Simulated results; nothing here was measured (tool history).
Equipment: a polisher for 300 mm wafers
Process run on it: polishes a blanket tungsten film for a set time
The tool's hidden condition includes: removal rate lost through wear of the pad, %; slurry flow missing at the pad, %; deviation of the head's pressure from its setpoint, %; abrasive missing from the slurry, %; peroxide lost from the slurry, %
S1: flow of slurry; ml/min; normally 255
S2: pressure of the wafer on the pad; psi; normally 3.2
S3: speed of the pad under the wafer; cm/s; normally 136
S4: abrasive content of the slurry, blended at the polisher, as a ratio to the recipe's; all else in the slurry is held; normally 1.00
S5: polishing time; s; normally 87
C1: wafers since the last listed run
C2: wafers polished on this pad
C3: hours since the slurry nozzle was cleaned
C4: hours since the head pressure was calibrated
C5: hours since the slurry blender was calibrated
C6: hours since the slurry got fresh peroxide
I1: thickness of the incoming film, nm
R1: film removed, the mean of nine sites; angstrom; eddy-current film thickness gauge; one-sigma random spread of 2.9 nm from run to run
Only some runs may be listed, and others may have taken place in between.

run,day,S1,S2,S3,S4,S5,C1,C2,C3,C4,C5,C6,I1,R1
1,0.000,255,3.2,136,1.00,87,0,249,174.9,836.3,158.5,82.8,1493.2,3870
# day 0.062: slurry blender recalibrated
2,1.725,255,3.2,136,1.00,87,458,707,216.3,877.7,39.9,124.2,1483.2,3844
# day 3.296: slurry tank refilled with fresh slurry and peroxide
3,3.846,255,3.2,98,1.00,87,573,1281,267.2,928.6,90.8,13.2,1469.8,2770
4,4.900,255,3.2,98,1.00,87,290,1572,292.5,953.9,116.1,38.5,1442.4,2739
# day 6.208: worn pad replaced by a new one
5,6.229,255,3.2,98,1.00,87,320,5,324.4,985.8,148.0,70.4,1432.5,2732
# day 7.675: slurry blender recalibrated
6,8.962,225,3.2,136,1.00,87,731,736,390.0,1051.4,30.9,136.0,1459.9,3823
# day 9.617: slurry nozzle cleaned
# day 11.233: slurry tank refilled with fresh slurry and peroxide
7,11.388,225,3.2,136,1.00,87,646,1382,42.5,1109.6,89.1,3.7,1458.8,3730
8,13.212,225,3.2,136,1.00,87,503,1886,86.3,1153.4,132.9,47.5,1451.8,3771
# day 13.825: worn pad replaced by a new one
# day 15.200: slurry blender recalibrated
9,15.483,255,3.2,136,1.00,87,557,434,140.8,1207.9,6.8,102.0,1474.5,3802
10,17.642,175,3.2,136,1.00,87,595,1029,192.6,1259.7,58.6,153.8,1479.5,3658
11,19.162,255,4.2,174,1.00,61,419,1449,229.1,1296.2,95.1,190.3,1463.8,4262
# day 19.783: slurry tank refilled with fresh slurry and peroxide
# day 21.921: worn pad replaced by a new one
12,21.942,255,3.2,114,1.00,87,709,5,295.8,1362.9,161.8,51.8,1457.8,3239
# day 22.746: slurry blender recalibrated
13,26.142,255,3.2,154,1.00,116,1135,1141,396.6,1463.7,81.5,152.6,1462.1,5729
# day 27.092: slurry nozzle cleaned
# day 27.342: slurry tank refilled with fresh slurry and peroxide
# day 27.554: head pressure recalibrated
14,28.283,165,3.9,116,1.20,87,544,1686,28.6,17.5,132.9,22.6,1459.2,3677
# day 28.712: worn pad replaced by a new one
# day 29.625: slurry blender recalibrated
15,30.300,255,3.5,136,0.70,87,487,415,77.0,65.9,16.2,71.0,1452.5,3894
16,31.754,255,3.2,136,1.00,87,401,816,111.9,100.8,51.1,105.9,1476.3,3766
17,33.912,255,3.2,136,1.00,87,595,1411,163.7,152.6,102.9,157.7,1472.2,3770
# day 35.979: slurry tank refilled with fresh slurry and peroxide
# day 36.900: worn pad replaced by a new one
18,37.488,315,3.2,100,1.00,87,928,162,249.5,238.4,188.7,36.2,1472.9,2819
# day 38.379: slurry blender recalibrated
19,38.583,255,3.2,136,1.00,87,279,441,275.8,264.7,4.9,62.5,1460.7,3854

Consider 3 possible next runs. They are alternatives, not a sequence: every one starts from the tool as it was left by run 19. What does each give?
A,38.600,255,4.1,136,1.00,87,4,446,276.2,265.1,5.3,62.9,1448.0,?
B,38.600,175,4.2,136,1.00,87,4,446,276.2,265.1,5.3,62.9,1448.0,?
C,38.600,255,3.2,136,1.25,87,4,446,276.2,265.1,5.3,62.9,1448.0,?

run,R1
A,4597
B,4460
C,3937
Had the tool no hidden state, the same runs would have come out as:
run,R1
A,4597
B,4460
C,3937

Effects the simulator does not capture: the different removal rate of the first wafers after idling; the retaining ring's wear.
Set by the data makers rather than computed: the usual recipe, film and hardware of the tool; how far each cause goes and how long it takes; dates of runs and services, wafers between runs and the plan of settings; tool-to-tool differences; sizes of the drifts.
